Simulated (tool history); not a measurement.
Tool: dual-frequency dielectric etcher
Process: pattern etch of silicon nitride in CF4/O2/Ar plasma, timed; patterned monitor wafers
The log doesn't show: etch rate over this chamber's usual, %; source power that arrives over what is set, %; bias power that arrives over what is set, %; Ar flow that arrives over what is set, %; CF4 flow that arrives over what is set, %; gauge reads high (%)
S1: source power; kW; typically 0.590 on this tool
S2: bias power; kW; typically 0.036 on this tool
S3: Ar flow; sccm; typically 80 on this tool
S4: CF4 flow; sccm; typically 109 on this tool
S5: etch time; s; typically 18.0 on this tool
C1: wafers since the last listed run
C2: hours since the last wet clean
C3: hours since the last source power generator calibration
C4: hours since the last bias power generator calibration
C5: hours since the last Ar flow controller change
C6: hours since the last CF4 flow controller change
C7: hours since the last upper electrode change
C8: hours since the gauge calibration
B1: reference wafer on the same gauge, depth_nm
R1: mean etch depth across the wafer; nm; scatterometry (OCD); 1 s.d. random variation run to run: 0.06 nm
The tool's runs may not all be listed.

Run 1, hour 0.0: usual settings; C1 0; C2 351.4; C3 71.5; C4 4359.7; C5 2034.5; C6 26.7; C7 0.5; C8 200.4; B1 43.79. Result: R1 39.39 nm.
Run 2, hour 0.3: usual settings; C1 3; C2 351.7; C3 71.8; C4 4360.0; C5 2034.8; C6 27.0; C7 0.8; C8 200.7; B1 43.81. Result: R1 39.39 nm.
At hour 23.6: Ar flow controller replaced.
At hour 24.9: wet clean of the chamber.
Run 3, hour 25.4: usual settings but S1 0.500 kW, S4 128 sccm; C1 183; C2 0.5; C3 96.9; C4 4385.1; C5 1.8; C6 52.1; C7 25.9; C8 225.8; B1 43.79. Result: R1 35.14 nm.
At hour 26.3: gauge calibrated.
Run 4, hour 29.6: usual settings; C1 43; C2 4.7; C3 101.1; C4 4389.3; C5 6.0; C6 56.3; C7 30.1; C8 3.3; B1 43.82. Result: R1 39.59 nm.
Run 5, hour 41.2: usual settings but S2 0.033 kW; C1 119; C2 16.3; C3 112.7; C4 4400.9; C5 17.6; C6 67.9; C7 41.7; C8 14.9; B1 43.82. Result: R1 38.32 nm.
Run 6, hour 57.4: usual settings; C1 166; C2 32.5; C3 128.9; C4 4417.1; C5 33.8; C6 84.1; C7 57.9; C8 31.1; B1 43.84. Result: R1 39.73 nm.
Run 7, hour 75.0: usual settings but S2 0.044 kW; C1 180; C2 50.1; C3 146.5; C4 4434.7; C5 51.4; C6 101.7; C7 75.5; C8 48.7; B1 43.79. Result: R1 43.02 nm.
Run 8, hour 83.6: usual settings but S4 103 sccm; C1 88; C2 58.7; C3 155.1; C4 4443.3; C5 60.0; C6 110.3; C7 84.1; C8 57.3; B1 43.78. Result: R1 39.36 nm.
Run 9, hour 95.9: usual settings; C1 126; C2 71.0; C3 167.4; C4 4455.6; C5 72.3; C6 122.6; C7 96.4; C8 69.6; B1 43.77. Result: R1 39.60 nm.
Run 10, hour 106.5: usual settings but S2 0.042 kW, S3 89 sccm, S4 127 sccm, S5 19.5 s; C1 108; C2 81.6; C3 178.0; C4 4466.2; C5 82.9; C6 133.2; C7 107.0; C8 80.2; B1 43.80. Result: R1 46.15 nm.
Run 11, hour 120.5: usual settings; C1 143; C2 95.6; C3 192.0; C4 4480.2; C5 96.9; C6 147.2; C7 121.0; C8 94.2; B1 43.78. Result: R1 39.70 nm.
At hour 138.2: bias power generator calibrated.
Run 12, hour 138.7: usual settings but S1 0.690 kW, S2 0.033 kW, S4 126 sccm, S5 21.5 s; C1 145; C2 113.8; C3 210.2; C4 0.5; C5 115.1; C6 165.4; C7 139.2; C8 112.4; B1 43.82. Result: R1 53.31 nm.
Run 13, hour 171.7: usual settings but S2 0.032 kW, S4 89 sccm; C1 338; C2 146.8; C3 243.2; C4 33.5; C5 148.1; C6 198.4; C7 172.2; C8 145.4; B1 43.80. Result: R1 36.67 nm.
Run 14, hour 180.4: usual settings but S2 0.045 kW; C1 89; C2 155.5; C3 251.9; C4 42.2; C5 156.8; C6 207.1; C7 180.9; C8 154.1; B1 43.82. Result: R1 43.52 nm.
Run 15, hour 199.9: usual settings but S1 0.740 kW, S4 131 sccm; C1 200; C2 175.0; C3 271.4; C4 61.7; C5 176.3; C6 226.6; C7 200.4; C8 173.6; B1 43.82. Result: R1 49.21 nm.
Run 16, hour 209.9: usual settings but S2 0.032 kW; C1 102; C2 185.0; C3 281.4; C4 71.7; C5 186.3; C6 236.6; C7 210.4; C8 183.6; B1 43.78. Result: R1 37.73 nm.
Run 17, hour 224.3: usual settings but S2 0.030 kW; C1 147; C2 199.4; C3 295.8; C4 86.1; C5 200.7; C6 251.0; C7 224.8; C8 198.0; B1 43.81. Result: R1 36.74 nm.
Run 18, hour 234.6: usual settings but S4 130 sccm; C1 105; C2 209.7; C3 306.1; C4 96.4; C5 211.0; C6 261.3; C7 235.1; C8 208.3; B1 43.79. Result: R1 40.53 nm.
Run 19, hour 246.3: usual settings; C1 120; C2 221.4; C3 317.8; C4 108.1; C5 222.7; C6 273.0; C7 246.8; C8 220.0; B1 43.77. Result: R1 39.55 nm.
Run 20, hour 262.6: usual settings but S1 0.540 kW, S5 16.5 s; C1 167; C2 237.7; C3 334.1; C4 124.4; C5 239.0; C6 289.3; C7 263.1; C8 236.3; B1 43.80. Result: R1 33.58 nm.

Forecast each of these 5 alternatives for the next run:
Run A, hour 263.0: usual settings; C1 4; C2 238.1; C3 334.5; C4 124.8; C5 239.4; C6 289.7; C7 263.5; C8 236.7; B1 ?. Result: R1 ?.
Run B, hour 263.0: usual settings but S2 0.031 kW, S4 87 sccm; C1 4; C2 238.1; C3 334.5; C4 124.8; C5 239.4; C6 289.7; C7 263.5; C8 236.7; B1 ?. Result: R1 ?.
Run C, hour 263.0: usual settings but S1 0.720 kW, S4 91 sccm; C1 4; C2 238.1; C3 334.5; C4 124.8; C5 239.4; C6 289.7; C7 263.5; C8 236.7; B1 ?. Result: R1 ?.
Run D, hour 263.0: usual settings but S4 87 sccm; C1 4; C2 238.1; C3 334.5; C4 124.8; C5 239.4; C6 289.7; C7 263.5; C8 236.7; B1 ?. Result: R1 ?.
Run E, hour 263.0: usual settings but S3 72 sccm; C1 4; C2 238.1; C3 334.5; C4 124.8; C5 239.4; C6 289.7; C7 263.5; C8 236.7; B1 ?. Result: R1 ?.

run     B1     R1
  A  43.79  39.51
  B  43.79  35.93
  C  43.79  45.67
  D  43.79  38.29
  E  43.79  39.96
The same runs, with their run-to-run variation unchanged, on a tool lacking any hidden condition would have given:
run     R1
  A  39.71
  B  36.11
  C  45.90
  D  38.48
  E  40.16

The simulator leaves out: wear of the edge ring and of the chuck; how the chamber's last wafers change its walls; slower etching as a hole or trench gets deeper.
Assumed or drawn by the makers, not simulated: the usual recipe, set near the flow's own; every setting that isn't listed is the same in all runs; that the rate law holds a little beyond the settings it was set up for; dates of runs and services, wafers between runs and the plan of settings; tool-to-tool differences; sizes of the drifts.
